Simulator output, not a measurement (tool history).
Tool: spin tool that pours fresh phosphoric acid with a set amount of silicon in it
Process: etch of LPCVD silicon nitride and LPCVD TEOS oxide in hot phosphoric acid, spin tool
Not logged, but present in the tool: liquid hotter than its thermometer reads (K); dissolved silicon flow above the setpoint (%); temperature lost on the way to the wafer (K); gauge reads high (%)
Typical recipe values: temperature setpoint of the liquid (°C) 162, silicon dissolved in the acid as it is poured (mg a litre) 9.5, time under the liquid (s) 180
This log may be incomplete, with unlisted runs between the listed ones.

run	day	temperature setpoint of the liquid (°C)	silicon dissolved in the acid as it is poured (mg a litre)	time under the liquid (s)	wafers since the last listed run	hours since the thermometer was replaced	hours since the dissolved silicon flow meter was replaced	hours since the heated supply line was repaired	hours since the gauge calibration	read-back film thickness of the LPCVD silicon nitride reference wafer, read on the same gauge (nm)	read-back film thickness of the LPCVD TEOS oxide reference wafer, read on the same gauge (nm)	thickness taken off the LPCVD silicon nitride on a monitor wafer (angstrom)	thickness taken off the LPCVD TEOS oxide on a monitor wafer (angstrom)
1	0	162	9.5	180	0	1806.2	1246.2	572.5	89.3	59.96	109.978	173.7	6.66
2	2.442	162	9.5	180	337	1864.8	1304.8	631.1	147.9	60	109.976	172.4	6.17
3	4.667	162	15	180	307	1918.2	1358.2	684.5	201.3	60.01	109.994	171.7	5.57
4	6.017	162	15	180	186	1950.6	1390.6	716.9	233.7	59.99	109.985	169.7	5.47
5	7.342	162	15	180	183	1982.4	1422.4	748.7	265.5	60	109.989	169.5	5.31
# day 7.983: thermometer replaced
# day 8.604: gauge calibrated
6	8.829	162	9.5	180	199	20.3	1458.1	784.4	5.4	60.01	110.034	167.4	6.23
7	9.617	162	9.5	180	108	39.2	1477	803.3	24.3	59.98	109.968	171.6	5.85
8	11.079	162	9.5	180	202	74.3	1512.1	838.4	59.4	60	110.028	169	6.19
9	12.421	162	9.5	180	185	106.5	1544.3	870.6	91.6	60.03	109.995	168.1	6.27
# day 12.704: heated supply line repaired
10	13.508	162	9.5	135	144	132.6	1570.4	19.3	117.7	60.01	109.985	137.5	5.96
11	14.612	162	9.5	260	152	159.1	1596.9	45.8	144.2	60	110.003	264.3	10.73
# day 15.567: dissolved silicon flow meter replaced
12	16.075	162	9.5	180	196	194.2	12.2	80.9	179.3	59.99	109.974	182.9	7.77
13	16.967	159.5	9.5	70	123	215.6	33.6	102.3	200.7	59.99	109.992	65.3	2.4
14	17.75	162	16	180	108	234.4	52.4	121.1	219.5	59.98	109.937	181.9	5.88
15	19.179	162	9.5	180	197	268.7	86.7	155.4	253.8	59.99	109.987	182	7.04
16	19.729	160.5	2	180	75	281.9	99.9	168.6	267	60	109.986	171.2	7.36
# day 20.629: gauge calibrated
17	20.658	162	9.5	120	128	304.2	122.2	190.9	0.7	60	109.983	121.5	4.93
18	21.304	164	16.5	275	89	319.7	137.7	206.4	16.2	59.99	110.026	296.6	10.48
19	22.154	162	9.5	270	117	340.1	158.1	226.8	36.6	59.97	109.975	270.3	10.68
20	23.233	162	9.5	180	149	366	184	252.7	62.5	60	110.032	179.1	7.04
21	24.604	162	9.5	180	189	398.9	216.9	285.6	95.4	59.99	110.015	177.9	6.68

Each row is a separate what-if for the run after 21, all from the same tool condition, not one after another. Results?
A	24.625	162	9.5	180	2	399.4	217.4	286.1	95.9	?	?	?	?
B	24.625	160.5	17	180	2	399.4	217.4	286.1	95.9	?	?	?	?
C	24.625	163	9.5	180	2	399.4	217.4	286.1	95.9	?	?	?	?
D	24.625	162	14.5	140	2	399.4	217.4	286.1	95.9	?	?	?	?
E	24.625	164	9.5	270	2	399.4	217.4	286.1	95.9	?	?	?	?

run	read-back film thickness of the LPCVD silicon nitride reference wafer, read on the same gauge (nm)	read-back film thickness of the LPCVD TEOS oxide reference wafer, read on the same gauge (nm)	thickness taken off the LPCVD silicon nitride on a monitor wafer (angstrom)	thickness taken off the LPCVD TEOS oxide on a monitor wafer (angstrom)
A	59.99	109.982	180.7	7.25
B	59.99	109.982	171.8	5.42
C	59.99	109.982	186.8	7.81
D	59.99	109.982	140.5	5.02
E	59.99	109.982	289.7	12.6
The same runs, with their run-to-run variation unchanged, on a tool lacking any hidden condition would have given:
run	thickness taken off the LPCVD silicon nitride on a monitor wafer (angstrom)	thickness taken off the LPCVD TEOS oxide on a monitor wafer (angstrom)
A	188.4	7.95
B	179.2	5.95
C	194.7	8.56
D	146.5	5.5
E	301.9	13.8

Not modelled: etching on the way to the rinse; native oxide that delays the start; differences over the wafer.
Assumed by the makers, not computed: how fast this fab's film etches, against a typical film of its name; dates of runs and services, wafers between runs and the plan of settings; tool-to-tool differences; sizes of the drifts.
